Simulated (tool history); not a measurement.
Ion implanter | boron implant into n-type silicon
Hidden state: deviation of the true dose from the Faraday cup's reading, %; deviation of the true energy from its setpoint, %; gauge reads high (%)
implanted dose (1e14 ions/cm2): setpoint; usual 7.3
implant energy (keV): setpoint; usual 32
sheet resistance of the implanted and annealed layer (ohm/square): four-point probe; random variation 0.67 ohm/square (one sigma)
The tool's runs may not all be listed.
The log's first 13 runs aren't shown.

run   hour  implanted dose (1e14 ions/cm2)  implant energy (keV)  wafers since the last listed run  hours since the last dose calibration  hours since the extraction supply was calibrated  hours since the gauge calibration  read-back reference wafer on the same gauge, sheet resistance  sheet resistance of the implanted and annealed layer (ohm/square)
 14  162.5                             7.3                    32                               351                                  930.8                                                40                              300.4                                                         170.05                                                             158.41
 15  172.3                             7.3                    32                               269                                  940.6                                              49.8                              310.2                                                         170.05                                                             159.59
 16  189.4                             7.3                  27.5                               469                                  957.7                                              66.9                              327.3                                                         170.02                                                             159.73
 17  197.1                             7.3                    32                               211                                  965.4                                              74.6                                335                                                         170.14                                                             158.29
     250.9  -- Faraday cup replaced and dose calibrated
 18  251.4                             5.8                  21.5                              1272                                    0.5                                             128.9                              389.3                                                         170.09                                                             206.55
 19  265.6                            8.81                  36.5                               390                                   14.7                                             143.1                              403.5                                                         169.95                                                             140.11
 20  273.8                             7.3                    43                               225                                   22.9                                             151.3                              411.7                                                         170.04                                                             161.02
 21  283.9                            8.11                    23                               277                                     33                                             161.4                              421.8                                                         170.09                                                             154.95
 22  292.3                            6.59                    32                               230                                   41.4                                             169.8                              430.2                                                         170.05                                                             179.41
 23  302.3                            8.91                  39.5                               274                                   51.4                                             179.8                              440.2                                                         169.98                                                             137.63
     306.7  -- gauge calibrated
 24  313.6                             7.3                    32                               310                                   62.7                                             191.1                                6.9                                                         169.75                                                             164.41
 25  322.4                             7.3                    32                               241                                   71.5                                             199.9                               15.7                                                         170.42                                                             164.69
 26  332.3                            5.57                    36                               272                                   81.4                                             209.8                               25.6                                                         170.25                                                             205.28
 27  341.7                             7.3                    32                               258                                   90.8                                             219.2                                 35                                                         170.29                                                             164.76
 28  352.9                             7.3                    32                               307                                    102                                             230.4                               46.2                                                         169.98                                                             163.18
 29  365.3                            7.95                    40                               340                                  114.4                                             242.8                               58.6                                                          170.2                                                             150.73
 30  374.7                            5.26                    24                               258                                  123.8                                             252.2                                 68                                                         169.97                                                              222.1
 31  386.2                            8.09                    42                               316                                  135.3                                             263.7                               79.5                                                         169.95                                                             148.11
 32  393.3                            6.54                    22                               195                                  142.4                                             270.8                               86.6                                                          169.8                                                             186.85
 33  408.8                            8.96                  24.5                               425                                  157.9                                             286.3                              102.1                                                         170.36                                                             141.73
 34    415                             7.3                    32                               170                                  164.1                                             292.5                              108.3                                                         169.98                                                             163.92
 35  431.9                            8.66                    28                               464                                    181                                             309.4                              125.2                                                         169.99                                                             143.29
 36  444.5                             7.3                  24.5                               346                                  193.6                                               322                              137.8                                                         169.87                                                             168.11
 37  461.1                            8.24                    32                               456                                  210.2                                             338.6                              154.4                                                         170.11                                                             147.55

Forecast each of these 4 alternatives for the next run:
  A  461.5                             7.3                    42                                10                                  210.6                                               339                              154.8                                                              ?                                                                  ?
  B  461.5                            8.81                  35.5                                10                                  210.6                                               339                              154.8                                                              ?                                                                  ?
  C  461.5                            5.51                  25.5                                10                                  210.6                                               339                              154.8                                                              ?                                                                  ?
  D  461.5                            6.62                    36                                10                                  210.6                                               339                              154.8                                                              ?                                                                  ?

run  read-back reference wafer on the same gauge, sheet resistance  sheet resistance of the implanted and annealed layer (ohm/square)
  A                                                         170.09                                                             162.31
  B                                                         170.09                                                             140.55
  C                                                         170.09                                                             212.84
  D                                                         170.09                                                              177.6
Without the tool's hidden state the same runs would have given:
run  sheet resistance of the implanted and annealed layer (ohm/square)
  A                                                             162.65
  B                                                             140.85
  C                                                             213.29
  D                                                             177.97
